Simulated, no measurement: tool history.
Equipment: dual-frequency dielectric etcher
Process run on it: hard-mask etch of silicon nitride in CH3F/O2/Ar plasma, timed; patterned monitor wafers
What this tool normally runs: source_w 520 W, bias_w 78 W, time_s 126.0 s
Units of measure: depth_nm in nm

run    hour  source_w  bias_w  time_s  read-back reference wafer on the same gauge, depth_nm  depth_nm
  1     0.0       450      78   126.0                                                   85.1     102.0
  2    90.1       520      87   126.0                                                   85.0     109.7
  3   161.9       520      87   126.0                                                   85.0     109.7
  4   233.5       520      87   126.0                                                   85.0     110.3
  5   312.6       520      78   126.0                                                   85.0     106.4
  6   356.4       520      78   126.0                                                   85.0     106.5
      453.2  -- wet clean of the chamber
  7   453.7       520      78   109.0                                                   85.0      92.3
  8   531.8       520      78   126.0                                                   85.1     106.2
  9   574.4       430      78   141.0                                                   85.0     113.2
 10   628.2       430      78   141.0                                                   85.0     113.4
 11   710.2       520      78   126.0                                                   85.0     106.9
 12   796.6       520      78   126.0                                                   85.0     106.9
      889.5  -- bias power generator calibrated
 13   902.6       520      78   126.0                                                   85.0     107.0
      945.1  -- wet clean of the chamber
 14   999.4       520      86   126.0                                                   85.0     110.4
 15  1043.8       520      78   126.0                                                   85.0     107.1
 16  1122.0       390      96   109.5                                                   85.1      91.5
     1202.1  -- upper electrode replaced
 17  1211.9       520      68   104.0                                                   85.0      84.9
 18  1267.0       470      78   126.0                                                   85.0     103.9
 19  1311.5       590      78   126.0                                                   85.0     111.4
 20  1366.4       520      78   126.0                                                   85.0     107.6
     1416.4  -- wet clean of the chamber
 21  1416.9       520      58    94.0                                                   85.0      74.1
     1476.9  -- source power generator calibrated
 22  1514.1       590      86   126.0                                                   85.0     113.4
     1710.8  -- gauge calibrated
 23  1768.8       640      65    99.5                                                   85.0      84.2
     1981.3  -- wet clean of the chamber
 24  2051.2       570      78   126.0                                                   85.0     109.0
 25  2104.3       610      72   113.0                                                   85.0      97.4
 26  2176.0       590      72   126.0                                                   85.0     107.5
 27  2257.7       450      96   139.0                                                   85.0     119.7
 28  2363.9       520      84   126.0                                                   85.1     108.5
 29  2400.2       520      78   126.0                                                   85.0     106.3

Branching from run 29: 3 alternative next runs. What would each branch give?
  A  2400.7       520      78   126.0                                                      ?         ?
  B  2400.7       450      72   126.0                                                      ?         ?
  C  2400.7       630      73   148.5                                                      ?         ?

run  read-back reference wafer on the same gauge, depth_nm  depth_nm
  A                                                   85.1     106.0
  B                                                   85.1      99.4
  C                                                   85.1     129.6
Without the tool's hidden state the same runs would have given:
run  depth_nm
  A     105.8
  B      99.1
  C     129.3

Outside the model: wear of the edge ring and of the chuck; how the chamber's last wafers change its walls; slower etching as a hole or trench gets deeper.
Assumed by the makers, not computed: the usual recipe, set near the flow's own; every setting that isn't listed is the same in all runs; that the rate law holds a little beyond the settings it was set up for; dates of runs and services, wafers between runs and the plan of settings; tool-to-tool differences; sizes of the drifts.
